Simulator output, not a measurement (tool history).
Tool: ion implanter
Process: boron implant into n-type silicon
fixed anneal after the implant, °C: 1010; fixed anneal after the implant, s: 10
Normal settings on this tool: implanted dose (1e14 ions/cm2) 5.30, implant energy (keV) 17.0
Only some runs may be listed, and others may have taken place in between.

run,hour,implanted dose (1e14 ions/cm2),implant energy (keV),wafers since the last listed run,hours since the last dose calibration,hours since the extraction supply was calibrated,hours since the gauge calibration,"read-back reference wafer on the same gauge, sheet resistance",sheet resistance of the implanted and annealed layer (ohm/square)
1,0.0,5.30,17.0,0,1861.9,6622.4,281.4,220.96,204.09
# hour 10.7: gauge calibrated
2,33.1,5.30,17.0,400,1895.0,6655.5,22.4,220.95,204.45
3,67.6,5.30,17.0,417,1929.5,6690.0,56.9,221.02,204.61
4,98.5,4.20,17.0,374,1960.4,6720.9,87.8,220.90,248.04
5,125.2,4.45,17.0,323,1987.1,6747.6,114.5,221.01,235.62
6,173.9,5.88,17.0,589,2035.8,6796.3,163.2,221.08,187.91
# hour 194.4: extraction supply calibrated
7,196.5,5.85,17.0,176,2058.4,2.1,185.8,220.89,188.39
8,229.0,3.74,12.5,393,2090.9,34.6,218.3,221.06,280.02
# hour 262.4: Faraday cup replaced and dose calibrated
9,264.1,5.30,17.0,328,1.7,69.7,253.4,220.99,196.16
10,290.2,3.77,13.0,316,27.8,95.8,279.5,220.92,265.77
# hour 301.9: gauge calibrated
11,380.5,6.23,18.5,1093,118.1,186.1,78.6,221.05,170.77
12,400.0,4.47,22.5,236,137.6,205.6,98.1,220.91,221.31
13,429.1,4.30,19.0,352,166.7,234.7,127.2,221.07,232.22
14,442.2,5.30,17.0,158,179.8,247.8,140.3,220.87,197.52

Below are 4 alternative next runs, each starting from the tool's condition after run 14. Predict each:
A,442.6,6.50,17.0,4,180.2,248.2,140.7,?,?
B,442.6,4.19,17.0,4,180.2,248.2,140.7,?,?
C,442.6,4.15,21.0,4,180.2,248.2,140.7,?,?
D,442.6,4.88,14.0,4,180.2,248.2,140.7,?,?

run,"read-back reference wafer on the same gauge, sheet resistance",sheet resistance of the implanted and annealed layer (ohm/square)
A,220.99,167.56
B,220.99,240.66
C,220.99,237.78
D,220.99,216.05
The same runs, with their run-to-run variation unchanged, on a tool lacking any hidden condition would have given:
run,sheet resistance of the implanted and annealed layer (ohm/square)
A,166.21
B,238.83
C,235.98
D,214.37
